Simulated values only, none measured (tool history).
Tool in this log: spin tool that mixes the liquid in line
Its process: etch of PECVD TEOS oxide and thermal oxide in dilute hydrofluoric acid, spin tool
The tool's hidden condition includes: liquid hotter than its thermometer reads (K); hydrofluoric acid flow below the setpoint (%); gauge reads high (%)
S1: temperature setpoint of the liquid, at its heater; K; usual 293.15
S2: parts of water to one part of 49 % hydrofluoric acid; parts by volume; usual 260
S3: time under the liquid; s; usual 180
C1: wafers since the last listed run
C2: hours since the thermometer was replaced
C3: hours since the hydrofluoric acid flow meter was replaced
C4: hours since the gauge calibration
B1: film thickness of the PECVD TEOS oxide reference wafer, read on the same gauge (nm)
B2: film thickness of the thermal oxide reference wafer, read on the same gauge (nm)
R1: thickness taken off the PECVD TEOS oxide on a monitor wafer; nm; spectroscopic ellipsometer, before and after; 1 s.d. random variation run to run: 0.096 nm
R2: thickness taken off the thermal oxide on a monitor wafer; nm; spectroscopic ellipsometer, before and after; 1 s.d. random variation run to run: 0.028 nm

Run 1, hour 0.0: usual settings but S1 296.65 K; C1 0; C2 558.2; C3 642.4; C4 323.1; B1 110.00; B2 129.984. Result: R1 13.59 nm, R2 2.558 nm.
Run 2, hour 13.6: usual settings but S1 296.65 K; C1 60; C2 571.8; C3 656.0; C4 336.7; B1 109.99; B2 130.019. Result: R1 13.51 nm, R2 2.552 nm.
Run 3, hour 25.9: usual settings but S1 292.15 K; C1 54; C2 584.1; C3 668.3; C4 349.0; B1 110.00; B2 129.995. Result: R1 11.65 nm, R2 2.149 nm.
At hour 34.6: thermometer replaced.
Run 4, hour 37.5: usual settings but S1 292.15 K; C1 47; C2 2.9; C3 679.9; C4 360.6; B1 110.02; B2 130.020. Result: R1 10.59 nm, R2 1.970 nm.
Run 5, hour 47.3: usual settings but S1 292.15 K; C1 43; C2 12.7; C3 689.7; C4 370.4; B1 110.00; B2 129.977. Result: R1 10.63 nm, R2 2.045 nm.
Run 6, hour 63.0: usual settings; C1 69; C2 28.4; C3 705.4; C4 386.1; B1 110.01; B2 129.997. Result: R1 11.19 nm, R2 2.134 nm.
Run 7, hour 76.4: usual settings; C1 59; C2 41.8; C3 718.8; C4 399.5; B1 110.00; B2 129.986. Result: R1 11.13 nm, R2 2.052 nm.
Run 8, hour 88.1: usual settings; C1 52; C2 53.5; C3 730.5; C4 411.2; B1 109.98; B2 129.971. Result: R1 11.18 nm, R2 2.086 nm.
At hour 90.2: gauge calibrated.
Run 9, hour 97.0: usual settings; C1 39; C2 62.4; C3 739.4; C4 6.8; B1 109.99; B2 130.027. Result: R1 11.14 nm, R2 2.098 nm.
Run 10, hour 106.7: usual settings but S1 294.65 K, S2 185 parts by volume; C1 43; C2 72.1; C3 749.1; C4 16.5; B1 110.01; B2 129.990. Result: R1 17.57 nm, R2 3.335 nm.
At hour 111.7: hydrofluoric acid flow meter replaced.
Run 11, hour 113.6: usual settings but S3 80 s; C1 26; C2 79.0; C3 1.9; C4 23.4; B1 110.02; B2 130.025. Result: R1 5.04 nm, R2 0.934 nm.
Run 12, hour 121.4: usual settings; C1 34; C2 86.8; C3 9.7; C4 31.2; B1 110.00; B2 129.985. Result: R1 11.17 nm, R2 2.122 nm.
Run 13, hour 128.1: usual settings but S3 290 s; C1 29; C2 93.5; C3 16.4; C4 37.9; B1 110.01; B2 129.974. Result: R1 18.02 nm, R2 3.330 nm.
Run 14, hour 139.3: usual settings but S1 298.15 K, S2 210 parts by volume; C1 49; C2 104.7; C3 27.6; C4 49.1; B1 109.99; B2 129.956. Result: R1 17.51 nm, R2 3.281 nm.
Run 15, hour 149.7: usual settings but S1 297.65 K, S2 390 parts by volume, S3 110 s; C1 46; C2 115.1; C3 38.0; C4 59.5; B1 110.02; B2 130.053. Result: R1 4.81 nm, R2 0.884 nm.
Run 16, hour 162.1: usual settings but S1 291.65 K, S2 145 parts by volume; C1 55; C2 127.5; C3 50.4; C4 71.9; B1 110.01; B2 129.977. Result: R1 21.22 nm, R2 4.053 nm.
Run 17, hour 214.7: usual settings but S1 290.15 K, S3 145 s; C1 234; C2 180.1; C3 103.0; C4 124.5; B1 110.00; B2 130.014. Result: R1 8.21 nm, R2 1.550 nm.
Run 18, hour 229.6: usual settings but S1 297.15 K, S2 190 parts by volume, S3 140 s; C1 66; C2 195.0; C3 117.9; C4 139.4; B1 110.01; B2 129.989. Result: R1 15.06 nm, R2 2.841 nm.
Run 19, hour 236.8: usual settings; C1 32; C2 202.2; C3 125.1; C4 146.6; B1 110.00; B2 130.019. Result: R1 11.31 nm, R2 2.111 nm.
Run 20, hour 253.6: usual settings but S1 297.15 K, S2 190 parts by volume, S3 70 s; C1 74; C2 219.0; C3 141.9; C4 163.4; B1 110.02; B2 130.016. Result: R1 7.58 nm, R2 1.424 nm.
Run 21, hour 270.7: usual settings but S1 296.15 K, S2 325 parts by volume, S3 280 s; C1 76; C2 236.1; C3 159.0; C4 180.5; B1 110.01; B2 130.007. Result: R1 15.07 nm, R2 2.808 nm.
Run 22, hour 283.8: usual settings but S1 291.65 K; C1 58; C2 249.2; C3 172.1; C4 193.6; B1 110.01; B2 129.979. Result: R1 10.79 nm, R2 2.050 nm.
Run 23, hour 296.8: usual settings but S2 360 parts by volume; C1 57; C2 262.2; C3 185.1; C4 206.6; B1 109.98; B2 129.976. Result: R1 7.64 nm, R2 1.440 nm.
Run 24, hour 311.8: usual settings but S2 160 parts by volume, S3 105 s; C1 66; C2 277.2; C3 200.1; C4 221.6; B1 109.99; B2 129.982. Result: R1 11.98 nm, R2 2.267 nm.
Run 25, hour 325.5: usual settings but S2 180 parts by volume, S3 75 s; C1 61; C2 290.9; C3 213.8; C4 235.3; B1 110.00; B2 130.011. Result: R1 7.67 nm, R2 1.427 nm.

Each row is a separate what-if for the run after 25, all from the same tool condition, not one after another. Results?
Run A, hour 326.0: usual settings but S2 180 parts by volume; C1 2; C2 291.4; C3 214.3; C4 235.8; B1 ?; B2 ?. Result: R1 ?, R2 ?.
Run B, hour 326.0: usual settings but S1 297.65 K, S2 375 parts by volume; C1 2; C2 291.4; C3 214.3; C4 235.8; B1 ?; B2 ?. Result: R1 ?, R2 ?.
Run C, hour 326.0: usual settings but S1 297.65 K, S3 290 s; C1 2; C2 291.4; C3 214.3; C4 235.8; B1 ?; B2 ?. Result: R1 ?, R2 ?.
Run D, hour 326.0: usual settings but S2 335 parts by volume; C1 2; C2 291.4; C3 214.3; C4 235.8; B1 ?; B2 ?. Result: R1 ?, R2 ?.
Run E, hour 326.0: usual settings but S1 296.15 K, S2 215 parts by volume; C1 2; C2 291.4; C3 214.3; C4 235.8; B1 ?; B2 ?. Result: R1 ?, R2 ?.

run      B1       B2     R1     R2
  A  110.01  130.014  18.09  3.516
  B  110.01  130.014   8.39  1.631
  C  110.01  130.014  21.88  4.251
  D  110.01  130.014   8.37  1.627
  E  110.01  130.014  16.33  3.174
Without the tool's hidden state the same runs would have given:
run     R1     R2
  A  17.03  3.310
  B   7.97  1.549
  C  20.71  4.025
  D   7.92  1.540
  E  15.42  2.997

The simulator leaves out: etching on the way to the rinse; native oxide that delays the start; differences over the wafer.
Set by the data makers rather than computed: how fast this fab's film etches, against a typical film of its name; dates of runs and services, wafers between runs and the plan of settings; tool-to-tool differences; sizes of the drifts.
